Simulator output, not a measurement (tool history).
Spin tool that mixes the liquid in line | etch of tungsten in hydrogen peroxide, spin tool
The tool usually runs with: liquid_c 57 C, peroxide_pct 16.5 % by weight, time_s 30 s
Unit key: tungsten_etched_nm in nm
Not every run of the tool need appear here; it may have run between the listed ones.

run,hour,liquid_c,peroxide_pct,time_s,wafers since the last listed run,hours since the thermometer was replaced,hours since the peroxide flow meter was replaced,hours since the heated supply line was repaired,hours since the drum of peroxide was connected,hours since the gauge calibration,"read-back film thickness of the tungsten reference wafer, read on the same gauge (nm)",tungsten_etched_nm
1,0,53.5,16.5,30,0,704.3,530.7,1823.2,353.6,589.8,79.67,95.9
2,51,53.5,16.5,30,635,755.3,581.7,1874.2,404.6,640.8,79.65,96.51
# hour 117: new drum of peroxide connected
3,121,57,14.5,30,859,825.3,651.7,1944.2,4,710.8,79.55,112.11
4,416.9,57,14.5,30,3686,1121.2,947.6,2240.1,299.9,1006.7,79.14,110.28
5,475.4,57,16.5,30,728,1179.7,1006.1,2298.6,358.4,1065.2,79.06,118.87
# hour 496.9: new drum of peroxide connected
6,543,57,16.5,30,829,1247.3,1073.7,2366.2,46.1,1132.8,78.89,116.86
# hour 612.6: thermometer replaced
7,617.5,57,16.5,30,915,4.9,1148.2,2440.7,120.6,1207.3,78.75,116.61
# hour 708: gauge calibrated
8,711.4,64,16.5,30,1169,98.8,1242.1,2534.6,214.5,3.4,80.17,178.27
# hour 756.1: peroxide flow meter replaced
9,805.4,53,15,40,1158,192.8,49.3,2628.6,308.5,97.4,80.15,118.94
10,912.2,57,16.5,45,1330,299.6,156.1,2735.4,415.3,204.2,80.12,177.95
# hour 950.5: heated supply line repaired
# hour 978.2: new drum of peroxide connected
11,1010.4,50.5,18.5,15,1198,397.8,254.3,59.9,32.2,302.4,80.09,42.68
12,1081.6,54.5,14,25,887,469,325.5,131.1,103.4,373.6,80.06,79.43
13,1167.6,57,20.5,15,1071,555,411.5,217.1,189.4,459.6,80.02,65.73
14,1223.1,57,19,30,691,610.5,467,272.6,244.9,515.1,79.93,127.71
15,1278.8,57,16.5,30,693,666.2,522.7,328.3,300.6,570.8,79.91,119.33
16,1343.8,60,18.5,40,809,731.2,587.7,393.3,365.6,635.8,79.84,200.47

What if the next run were any one of these 3? Each begins from the tool's condition after run 16:
A,1344.2,57,16.5,40,4,731.6,588.1,393.7,366,636.2,?,?
B,1344.2,53,14.5,15,4,731.6,588.1,393.7,366,636.2,?,?
C,1344.2,52,18.5,30,4,731.6,588.1,393.7,366,636.2,?,?

run,"read-back film thickness of the tungsten reference wafer, read on the same gauge (nm)",tungsten_etched_nm
A,79.84,158.31
B,79.84,43.9
C,79.84,93.39
With the hidden condition removed and each run's random variation left untouched, the same runs would have given:
run,tungsten_etched_nm
A,158.61
B,43.99
C,93.57
